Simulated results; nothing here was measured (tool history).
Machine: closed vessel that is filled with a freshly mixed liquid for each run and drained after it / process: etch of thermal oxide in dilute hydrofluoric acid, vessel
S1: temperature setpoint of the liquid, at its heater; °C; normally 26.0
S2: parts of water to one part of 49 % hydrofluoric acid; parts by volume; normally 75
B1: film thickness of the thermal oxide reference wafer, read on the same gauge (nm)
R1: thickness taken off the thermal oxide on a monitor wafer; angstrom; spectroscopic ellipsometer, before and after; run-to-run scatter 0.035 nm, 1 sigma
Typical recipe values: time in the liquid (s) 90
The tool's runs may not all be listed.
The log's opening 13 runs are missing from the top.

{"run": 14, "hour": 367.1, "S1": 26.0, "S2": 75, "time in the liquid (s)": 90, "B1": 60.01, "R1": 64.8}
{"run": 15, "hour": 386.1, "S1": 26.0, "S2": 75, "time in the liquid (s)": 70, "B1": 59.97, "R1": 50.4}
{"run": 16, "hour": 412.3, "S1": 27.5, "S2": 65, "time in the liquid (s)": 75, "B1": 60.0, "R1": 66.9}
{"run": 17, "hour": 442.6, "S1": 28.0, "S2": 55, "time in the liquid (s)": 130, "B1": 60.03, "R1": 141.7}
{"run": 18, "hour": 474.4, "S1": 26.0, "S2": 75, "time in the liquid (s)": 90, "B1": 59.98, "R1": 64.4}
{"run": 19, "hour": 496.1, "S1": 26.0, "S2": 95, "time in the liquid (s)": 60, "B1": 60.04, "R1": 33.7}
{"run": 20, "hour": 519.4, "S1": 30.5, "S2": 55, "time in the liquid (s)": 65, "B1": 60.0, "R1": 78.8}
{"run": 21, "hour": 575.8, "S1": 27.5, "S2": 95, "time in the liquid (s)": 120, "B1": 60.0, "R1": 70.8}
{"run": 22, "hour": 596.2, "S1": 28.0, "S2": 95, "time in the liquid (s)": 115, "B1": 59.98, "R1": 69.0}
{"hour": 613.8, "done": "hydrofluoric acid flow meter replaced"}
{"run": 23, "hour": 620.1, "S1": 28.5, "S2": 35, "time in the liquid (s)": 75, "B1": 60.0, "R1": 130.9}
{"hour": 622.1, "done": "gauge calibrated"}
{"run": 24, "hour": 647.2, "S1": 28.0, "S2": 75, "time in the liquid (s)": 135, "B1": 60.02, "R1": 102.3}
{"run": 25, "hour": 664.3, "S1": 28.0, "S2": 90, "time in the liquid (s)": 40, "B1": 59.97, "R1": 24.6}
{"run": 26, "hour": 680.4, "S1": 26.0, "S2": 75, "time in the liquid (s)": 60, "B1": 60.0, "R1": 42.4}
{"run": 27, "hour": 702.7, "S1": 27.5, "S2": 65, "time in the liquid (s)": 75, "B1": 59.98, "R1": 65.4}
{"run": 28, "hour": 727.9, "S1": 26.0, "S2": 75, "time in the liquid (s)": 90, "B1": 60.03, "R1": 63.2}
{"run": 29, "hour": 757.9, "S1": 23.5, "S2": 90, "time in the liquid (s)": 145, "B1": 60.04, "R1": 75.7}
{"run": 30, "hour": 785.1, "S1": 26.0, "S2": 75, "time in the liquid (s)": 90, "B1": 59.96, "R1": 63.5}
{"run": 31, "hour": 807.9, "S1": 28.0, "S2": 100, "time in the liquid (s)": 90, "B1": 59.99, "R1": 50.1}
{"run": 32, "hour": 829.8, "S1": 29.0, "S2": 40, "time in the liquid (s)": 75, "B1": 60.0, "R1": 116.4}
{"run": 33, "hour": 849.7, "S1": 26.0, "S2": 50, "time in the liquid (s)": 135, "B1": 60.01, "R1": 148.5}

Branching from run 33: 5 alternative next runs. What would each branch give?
{"run": "A", "hour": 850.4, "S1": 22.5, "S2": 75, "time in the liquid (s)": 90, "B1": "?", "R1": "?"}
{"run": "B", "hour": 850.4, "S1": 26.0, "S2": 115, "time in the liquid (s)": 90, "B1": "?", "R1": "?"}
{"run": "C", "hour": 850.4, "S1": 26.0, "S2": 90, "time in the liquid (s)": 45, "B1": "?", "R1": "?"}
{"run": "D", "hour": 850.4, "S1": 22.0, "S2": 75, "time in the liquid (s)": 90, "B1": "?", "R1": "?"}
{"run": "E", "hour": 850.4, "S1": 27.5, "S2": 65, "time in the liquid (s)": 130, "B1": "?", "R1": "?"}

run=A B1=60.02 R1=55.3
run=B B1=60.02 R1=39.4
run=C B1=60.02 R1=26.0
run=D B1=60.02 R1=54.2
run=E B1=60.02 R1=114.1
With the hidden condition removed and each run's random variation left untouched, the same runs would have given:
run=A R1=52.4
run=B R1=37.4
run=C R1=24.7
run=D R1=51.4
run=E R1=108.2

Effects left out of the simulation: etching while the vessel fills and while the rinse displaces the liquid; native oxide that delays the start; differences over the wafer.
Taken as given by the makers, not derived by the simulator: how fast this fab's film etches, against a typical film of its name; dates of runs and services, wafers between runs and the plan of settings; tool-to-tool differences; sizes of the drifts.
